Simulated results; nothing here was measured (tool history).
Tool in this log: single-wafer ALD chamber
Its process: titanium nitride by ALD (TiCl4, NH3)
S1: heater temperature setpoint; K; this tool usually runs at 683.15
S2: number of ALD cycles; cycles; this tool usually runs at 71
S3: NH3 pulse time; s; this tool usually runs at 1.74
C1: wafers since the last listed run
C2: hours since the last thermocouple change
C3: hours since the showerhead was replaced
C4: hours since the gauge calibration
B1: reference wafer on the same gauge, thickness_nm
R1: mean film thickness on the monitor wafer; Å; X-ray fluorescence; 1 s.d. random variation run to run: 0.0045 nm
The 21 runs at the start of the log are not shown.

| run | hour | S1 | S2 | S3 | C1 | C2 | C3 | C4 | B1 | R1 |
|---|---|---|---|---|---|---|---|---|---|---|
| 22 | 522.2 | 683.15 | 71 | 1.20 | 113 | 1937.1 | 229.1 | 188.4 | 1.531 | 17.44 |
| 23 | 556.7 | 683.15 | 71 | 1.18 | 130 | 1971.6 | 263.6 | 222.9 | 1.530 | 17.43 |
| 24 | 575.0 | 679.15 | 75 | 2.42 | 69 | 1989.9 | 281.9 | 241.2 | 1.530 | 19.06 |
|  | 600.7 | thermocouple changed; heater temperature recalibrated |
| 25 | 603.8 | 676.15 | 79 | 1.74 | 78 | 3.1 | 310.7 | 270.0 | 1.530 | 19.70 |
| 26 | 631.6 | 683.15 | 71 | 2.21 | 105 | 30.9 | 338.5 | 297.8 | 1.529 | 18.05 |
| 27 | 645.0 | 695.15 | 59 | 1.16 | 50 | 44.3 | 351.9 | 311.2 | 1.530 | 14.60 |
| 28 | 669.6 | 683.15 | 71 | 1.74 | 93 | 68.9 | 376.5 | 335.8 | 1.530 | 17.84 |
| 29 | 694.8 | 677.15 | 79 | 1.26 | 95 | 94.1 | 401.7 | 361.0 | 1.530 | 19.39 |
| 30 | 722.8 | 683.15 | 71 | 2.18 | 105 | 122.1 | 429.7 | 389.0 | 1.529 | 17.94 |
| 31 | 753.2 | 679.15 | 58 | 2.28 | 115 | 152.5 | 460.1 | 419.4 | 1.530 | 14.65 |
| 32 | 770.7 | 683.15 | 71 | 1.11 | 66 | 170.0 | 477.6 | 436.9 | 1.530 | 17.40 |
| 33 | 798.2 | 683.15 | 71 | 1.54 | 104 | 197.5 | 505.1 | 464.4 | 1.531 | 17.68 |
| 34 | 817.3 | 674.15 | 71 | 1.74 | 72 | 216.6 | 524.2 | 483.5 | 1.530 | 17.78 |
| 35 | 853.0 | 677.15 | 65 | 1.74 | 135 | 252.3 | 559.9 | 519.2 | 1.530 | 16.26 |
| 36 | 872.0 | 683.15 | 71 | 1.21 | 71 | 271.3 | 578.9 | 538.2 | 1.529 | 17.43 |
| 37 | 886.4 | 683.15 | 60 | 2.11 | 54 | 285.7 | 593.3 | 552.6 | 1.530 | 15.15 |
| 38 | 899.6 | 688.15 | 78 | 2.15 | 49 | 298.9 | 606.5 | 565.8 | 1.530 | 19.84 |
| 39 | 912.5 | 672.15 | 71 | 1.40 | 48 | 311.8 | 619.4 | 578.7 | 1.530 | 17.46 |

Each row is a separate what-if for the run after 39, all from the same tool condition, not one after another. Results?
| A | 913.1 | 683.15 | 71 | 1.74 | 2 | 312.4 | 620.0 | 579.3 | ? | ? |
| B | 913.1 | 683.15 | 79 | 1.29 | 2 | 312.4 | 620.0 | 579.3 | ? | ? |
| C | 913.1 | 698.15 | 82 | 1.17 | 2 | 312.4 | 620.0 | 579.3 | ? | ? |
| D | 913.1 | 691.15 | 83 | 1.99 | 2 | 312.4 | 620.0 | 579.3 | ? | ? |
| E | 913.1 | 671.15 | 57 | 1.74 | 2 | 312.4 | 620.0 | 579.3 | ? | ? |

| run | B1 | R1 |
|---|---|---|
| A | 1.530 | 17.81 |
| B | 1.530 | 19.51 |
| C | 1.530 | 20.33 |
| D | 1.530 | 20.99 |
| E | 1.530 | 14.23 |
The same runs, with their run-to-run variation unchanged, on a tool lacking any hidden condition would have given:
| run | R1 |
|---|---|
| A | 17.81 |
| B | 19.51 |
| C | 20.33 |
| D | 20.99 |
| E | 14.23 |
